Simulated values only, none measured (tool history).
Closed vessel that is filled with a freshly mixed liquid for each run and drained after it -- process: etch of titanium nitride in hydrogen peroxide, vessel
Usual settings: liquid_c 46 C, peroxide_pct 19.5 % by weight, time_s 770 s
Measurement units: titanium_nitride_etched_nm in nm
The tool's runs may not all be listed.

run,hour,liquid_c,peroxide_pct,time_s,wafers since the last listed run,hours since the thermometer was replaced,hours since the peroxide flow meter was replaced,hours since the drum of peroxide was connected,hours since the gauge calibration,"read-back film thickness of the titanium nitride reference wafer, read on the same gauge (nm)",titanium_nitride_etched_nm
1,0,46,21,770,0,2232.6,15.2,494.3,2348.8,30,13.03
2,44.9,50,19.5,770,3299,2277.5,60.1,539.2,2393.7,30.05,16.78
3,89,50,19.5,770,3240,2321.6,104.2,583.3,2437.8,29.95,17.06
# hour 95.5: thermometer replaced
4,161.3,50,19.5,770,5239,65.8,176.5,655.6,2510.1,29.99,18.4
5,200.7,50.5,19.5,770,2895,105.2,215.9,695,2549.5,29.98,18.73
# hour 332.7: new drum of peroxide connected
6,502.9,46,19.5,770,22133,407.4,518.1,170.2,2851.7,29.99,13.51
7,558.6,46,19.5,770,4093,463.1,573.8,225.9,2907.4,29.97,13.34
8,665,46,19.5,770,7818,569.5,680.2,332.3,3013.8,29.95,13.31
9,744.9,46,19.5,770,5871,649.4,760.1,412.2,3093.7,30.03,13.22
10,799.6,46,19.5,1190,4019,704.1,814.8,466.9,3148.4,30.04,20.47
11,891.7,46,19.5,770,6768,796.2,906.9,559,3240.5,30.01,13.04
# hour 904.6: gauge calibrated
12,952.6,50.5,22.5,355,4475,857.1,967.8,619.9,48,29.96,8.71
13,1011.5,36.5,19.5,340,4328,916,1026.7,678.8,106.9,30.01,2.79
14,1077.8,46,19.5,1110,4872,982.3,1093,745.1,173.2,29.99,18.87
15,1126.3,46,19.5,1110,3564,1030.8,1141.5,793.6,221.7,30,18.87
# hour 1147.2: new drum of peroxide connected
16,1213.1,41,15.5,485,6305,1117.6,1228.3,65.9,308.5,29.98,5.43
17,1319.7,46,25,770,7833,1224.2,1334.9,172.5,415.1,30,13.48
18,1366.4,49.5,19.5,1140,3431,1270.9,1381.6,219.2,461.8,30.01,24.9
# hour 1379.5: peroxide flow meter replaced
19,1464.6,46,19.5,770,7142,1369.1,85.1,317.4,560,29.99,12.86
20,1506.6,40,19.5,770,3086,1411.1,127.1,359.4,602,29.95,8.37
21,1588.8,38.5,19.5,935,6040,1493.3,209.3,441.6,684.2,29.98,8.8
22,1663.8,46,24.5,1155,5511,1568.3,284.3,516.6,759.2,30,20.17
23,1740.4,49.5,19.5,770,5628,1644.9,360.9,593.2,835.8,30,16.34
24,1803.2,36.5,19.5,770,4614,1707.7,423.7,656,898.6,29.98,6.22
25,1896.8,36.5,19.5,770,6878,1801.3,517.3,749.6,992.2,30.01,6.07
# hour 1898.1: new drum of peroxide connected
26,1940.2,46,19.5,770,3115,1844.7,560.7,42.1,1035.6,30,12.81
27,2090.9,39,22,1130,11074,1995.4,711.4,192.8,1186.3,29.97,11.15
28,2171.1,46,24.5,1080,5893,2075.6,791.6,273,1266.5,30.04,18.55

5 ways to go on from here, each from the tool as it stands after run 28. What would each give?
A,2172,46,19.5,770,66,2076.5,792.5,273.9,1267.4,?,?
B,2172,43,19.5,770,66,2076.5,792.5,273.9,1267.4,?,?
C,2172,55,25.5,490,66,2076.5,792.5,273.9,1267.4,?,?
D,2172,50,24.5,1210,66,2076.5,792.5,273.9,1267.4,?,?
E,2172,46,14.5,770,66,2076.5,792.5,273.9,1267.4,?,?

run,"read-back film thickness of the titanium nitride reference wafer, read on the same gauge (nm)",titanium_nitride_etched_nm
A,29.94,12.53
B,29.94,10
C,29.94,16.24
D,29.94,27.78
E,29.94,11.77
With no hidden state in the tool, these same runs would have given:
run,titanium_nitride_etched_nm
A,13.74
B,10.98
C,17.72
D,30.39
E,12.91
